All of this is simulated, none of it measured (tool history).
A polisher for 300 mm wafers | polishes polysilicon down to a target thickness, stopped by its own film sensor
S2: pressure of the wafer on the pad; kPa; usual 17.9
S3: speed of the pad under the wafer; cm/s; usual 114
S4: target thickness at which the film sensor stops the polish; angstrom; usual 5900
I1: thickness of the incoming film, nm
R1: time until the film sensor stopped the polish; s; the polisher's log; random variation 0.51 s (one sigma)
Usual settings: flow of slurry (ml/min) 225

{"run": 1, "hour": 0.0, "flow of slurry (ml/min)": 225, "S2": 17.9, "S3": 114, "S4": 5900, "I1": 989.7, "R1": 48.7}
{"run": 2, "hour": 33.1, "flow of slurry (ml/min)": 225, "S2": 17.9, "S3": 114, "S4": 5900, "I1": 1007.3, "R1": 51.8}
{"run": 3, "hour": 46.4, "flow of slurry (ml/min)": 225, "S2": 17.9, "S3": 114, "S4": 5900, "I1": 999.5, "R1": 51.8}
{"run": 4, "hour": 76.9, "flow of slurry (ml/min)": 225, "S2": 17.9, "S3": 114, "S4": 5900, "I1": 992.0, "R1": 52.8}
{"run": 5, "hour": 97.4, "flow of slurry (ml/min)": 225, "S2": 17.9, "S3": 114, "S4": 5900, "I1": 1006.7, "R1": 54.8}
{"hour": 102.7, "done": "worn pad replaced by a new one"}
{"run": 6, "hour": 116.0, "flow of slurry (ml/min)": 225, "S2": 17.9, "S3": 114, "S4": 5900, "I1": 994.7, "R1": 49.2}
{"run": 7, "hour": 137.5, "flow of slurry (ml/min)": 225, "S2": 17.9, "S3": 114, "S4": 5900, "I1": 1020.0, "R1": 52.6}
{"run": 8, "hour": 160.3, "flow of slurry (ml/min)": 225, "S2": 17.9, "S3": 114, "S4": 5900, "I1": 991.7, "R1": 51.5}
{"run": 9, "hour": 177.7, "flow of slurry (ml/min)": 225, "S2": 17.9, "S3": 114, "S4": 5900, "I1": 1005.7, "R1": 52.6}
{"hour": 183.5, "done": "head pressure recalibrated"}
{"run": 10, "hour": 202.6, "flow of slurry (ml/min)": 170, "S2": 17.9, "S3": 114, "S4": 5900, "I1": 988.4, "R1": 53.4}
{"hour": 236.3, "done": "worn pad replaced by a new one"}
{"run": 11, "hour": 236.8, "flow of slurry (ml/min)": 225, "S2": 17.9, "S3": 114, "S4": 5900, "I1": 1012.3, "R1": 51.1}
{"hour": 243.2, "done": "slurry nozzle cleaned"}
{"run": 12, "hour": 268.2, "flow of slurry (ml/min)": 225, "S2": 17.9, "S3": 114, "S4": 5900, "I1": 999.6, "R1": 50.9}

Forecast run 13:
{"run": 13, "hour": 280.5, "flow of slurry (ml/min)": 290, "S2": 17.9, "S3": 78, "S4": 5900, "I1": 998.5, "R1": "?"}

{"run 13": {"R1": 61.7}}
Without the tool's hidden state the same run would have given R1 58.5 s.
